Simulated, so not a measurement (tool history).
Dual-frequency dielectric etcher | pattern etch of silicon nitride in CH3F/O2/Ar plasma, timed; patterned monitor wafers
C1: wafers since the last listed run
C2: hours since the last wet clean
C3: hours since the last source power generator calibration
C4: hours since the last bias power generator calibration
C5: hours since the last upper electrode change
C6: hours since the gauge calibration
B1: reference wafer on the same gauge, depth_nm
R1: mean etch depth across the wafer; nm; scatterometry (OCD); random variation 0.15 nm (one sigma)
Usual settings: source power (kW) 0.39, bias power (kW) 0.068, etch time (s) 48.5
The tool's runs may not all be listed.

{"run": 1, "day": 0.0, "source power (kW)": 0.39, "bias power (kW)": 0.068, "etch time (s)": 48.5, "C1": 0, "C2": 246.7, "C3": 1702.9, "C4": 2267.5, "C5": 5589.6, "C6": 63.3, "B1": 32.13, "R1": 32.06}
{"run": 2, "day": 0.679, "source power (kW)": 0.39, "bias power (kW)": 0.068, "etch time (s)": 48.5, "C1": 174, "C2": 263, "C3": 1719.2, "C4": 2283.8, "C5": 5605.9, "C6": 79.6, "B1": 32.11, "R1": 32.19}
{"run": 3, "day": 1.225, "source power (kW)": 0.39, "bias power (kW)": 0.068, "etch time (s)": 48.5, "C1": 140, "C2": 276.1, "C3": 1732.3, "C4": 2296.9, "C5": 5619, "C6": 92.7, "B1": 32.15, "R1": 32.23}
{"run": 4, "day": 2.046, "source power (kW)": 0.39, "bias power (kW)": 0.06, "etch time (s)": 48.5, "C1": 211, "C2": 295.8, "C3": 1752, "C4": 2316.6, "C5": 5638.7, "C6": 112.4, "B1": 32.1, "R1": 31.72}
{"day": 3.179, "done": "source power generator calibrated"}
{"day": 3.267, "done": "upper electrode replaced"}
{"run": 5, "day": 3.288, "source power (kW)": 0.39, "bias power (kW)": 0.068, "etch time (s)": 48.5, "C1": 253, "C2": 325.6, "C3": 2.6, "C4": 2346.4, "C5": 0.5, "C6": 142.2, "B1": 32.13, "R1": 32.87}
{"run": 6, "day": 3.3, "source power (kW)": 0.39, "bias power (kW)": 0.068, "etch time (s)": 48.5, "C1": 3, "C2": 325.9, "C3": 2.9, "C4": 2346.7, "C5": 0.8, "C6": 142.5, "B1": 32.06, "R1": 32.86}
{"run": 7, "day": 3.662, "source power (kW)": 0.39, "bias power (kW)": 0.068, "etch time (s)": 48.5, "C1": 93, "C2": 334.6, "C3": 11.6, "C4": 2355.4, "C5": 9.5, "C6": 151.2, "B1": 32.1, "R1": 32.46}
{"day": 3.688, "done": "gauge calibrated"}
{"run": 8, "day": 3.946, "source power (kW)": 0.45, "bias power (kW)": 0.076, "etch time (s)": 48.5, "C1": 72, "C2": 341.4, "C3": 18.4, "C4": 2362.2, "C5": 16.3, "C6": 6.2, "B1": 32.08, "R1": 35.18}
{"run": 9, "day": 4.4, "source power (kW)": 0.32, "bias power (kW)": 0.068, "etch time (s)": 48.5, "C1": 116, "C2": 352.3, "C3": 29.3, "C4": 2373.1, "C5": 27.2, "C6": 17.1, "B1": 32.08, "R1": 31.38}
{"run": 10, "day": 4.996, "source power (kW)": 0.39, "bias power (kW)": 0.068, "etch time (s)": 48.5, "C1": 153, "C2": 366.6, "C3": 43.6, "C4": 2387.4, "C5": 41.5, "C6": 31.4, "B1": 32.12, "R1": 32.59}
{"day": 5.496, "done": "bias power generator calibrated"}
{"day": 6.362, "done": "wet clean of the chamber"}
{"run": 11, "day": 6.383, "source power (kW)": 0.43, "bias power (kW)": 0.054, "etch time (s)": 48.5, "C1": 91, "C2": 0.5, "C3": 76.9, "C4": 21.3, "C5": 74.8, "C6": 64.7, "B1": 32.09, "R1": 30.79}
{"run": 12, "day": 6.396, "source power (kW)": 0.34, "bias power (kW)": 0.068, "etch time (s)": 36, "C1": 3, "C2": 0.8, "C3": 77.2, "C4": 21.6, "C5": 75.1, "C6": 65, "B1": 32.1, "R1": 22.41}
{"run": 13, "day": 6.408, "source power (kW)": 0.39, "bias power (kW)": 0.068, "etch time (s)": 48.5, "C1": 3, "C2": 1.1, "C3": 77.5, "C4": 21.9, "C5": 75.4, "C6": 65.3, "B1": 32.11, "R1": 31.13}
{"run": 14, "day": 6.742, "source power (kW)": 0.3, "bias power (kW)": 0.062, "etch time (s)": 48.5, "C1": 85, "C2": 9.1, "C3": 85.5, "C4": 29.9, "C5": 83.4, "C6": 73.3, "B1": 32.09, "R1": 28.93}
{"run": 15, "day": 7.258, "source power (kW)": 0.39, "bias power (kW)": 0.083, "etch time (s)": 58, "C1": 133, "C2": 21.5, "C3": 97.9, "C4": 42.3, "C5": 95.8, "C6": 85.7, "B1": 32.06, "R1": 39.22}
{"run": 16, "day": 7.712, "source power (kW)": 0.39, "bias power (kW)": 0.054, "etch time (s)": 41.5, "C1": 116, "C2": 32.4, "C3": 108.8, "C4": 53.2, "C5": 106.7, "C6": 96.6, "B1": 32.13, "R1": 25.55}
{"run": 17, "day": 8.296, "source power (kW)": 0.39, "bias power (kW)": 0.068, "etch time (s)": 48.5, "C1": 150, "C2": 46.4, "C3": 122.8, "C4": 67.2, "C5": 120.7, "C6": 110.6, "B1": 32.09, "R1": 31.62}
{"run": 18, "day": 8.817, "source power (kW)": 0.33, "bias power (kW)": 0.06, "etch time (s)": 52.5, "C1": 134, "C2": 58.9, "C3": 135.3, "C4": 79.7, "C5": 133.2, "C6": 123.1, "B1": 32.07, "R1": 31.9}

Forecast each of these 5 alternatives for the next run:
{"run": "A", "day": 8.833, "source power (kW)": 0.39, "bias power (kW)": 0.068, "etch time (s)": 48.5, "C1": 4, "C2": 59.3, "C3": 135.7, "C4": 80.1, "C5": 133.6, "C6": 123.5, "B1": "?", "R1": "?"}
{"run": "B", "day": 8.833, "source power (kW)": 0.39, "bias power (kW)": 0.079, "etch time (s)": 52.5, "C1": 4, "C2": 59.3, "C3": 135.7, "C4": 80.1, "C5": 133.6, "C6": 123.5, "B1": "?", "R1": "?"}
{"run": "C", "day": 8.833, "source power (kW)": 0.39, "bias power (kW)": 0.063, "etch time (s)": 63, "C1": 4, "C2": 59.3, "C3": 135.7, "C4": 80.1, "C5": 133.6, "C6": 123.5, "B1": "?", "R1": "?"}
{"run": "D", "day": 8.833, "source power (kW)": 0.39, "bias power (kW)": 0.068, "etch time (s)": 40, "C1": 4, "C2": 59.3, "C3": 135.7, "C4": 80.1, "C5": 133.6, "C6": 123.5, "B1": "?", "R1": "?"}
{"run": "E", "day": 8.833, "source power (kW)": 0.39, "bias power (kW)": 0.068, "etch time (s)": 42, "C1": 4, "C2": 59.3, "C3": 135.7, "C4": 80.1, "C5": 133.6, "C6": 123.5, "B1": "?", "R1": "?"}

run=A B1=32.09 R1=31.23
run=B B1=32.09 R1=34.96
run=C B1=32.09 R1=39.92
run=D B1=32.09 R1=25.76
run=E B1=32.09 R1=27.05
Without the tool's hidden state the same runs would have given:
run=A R1=31.01
run=B R1=34.71
run=C R1=39.64
run=D R1=25.58
run=E R1=26.85

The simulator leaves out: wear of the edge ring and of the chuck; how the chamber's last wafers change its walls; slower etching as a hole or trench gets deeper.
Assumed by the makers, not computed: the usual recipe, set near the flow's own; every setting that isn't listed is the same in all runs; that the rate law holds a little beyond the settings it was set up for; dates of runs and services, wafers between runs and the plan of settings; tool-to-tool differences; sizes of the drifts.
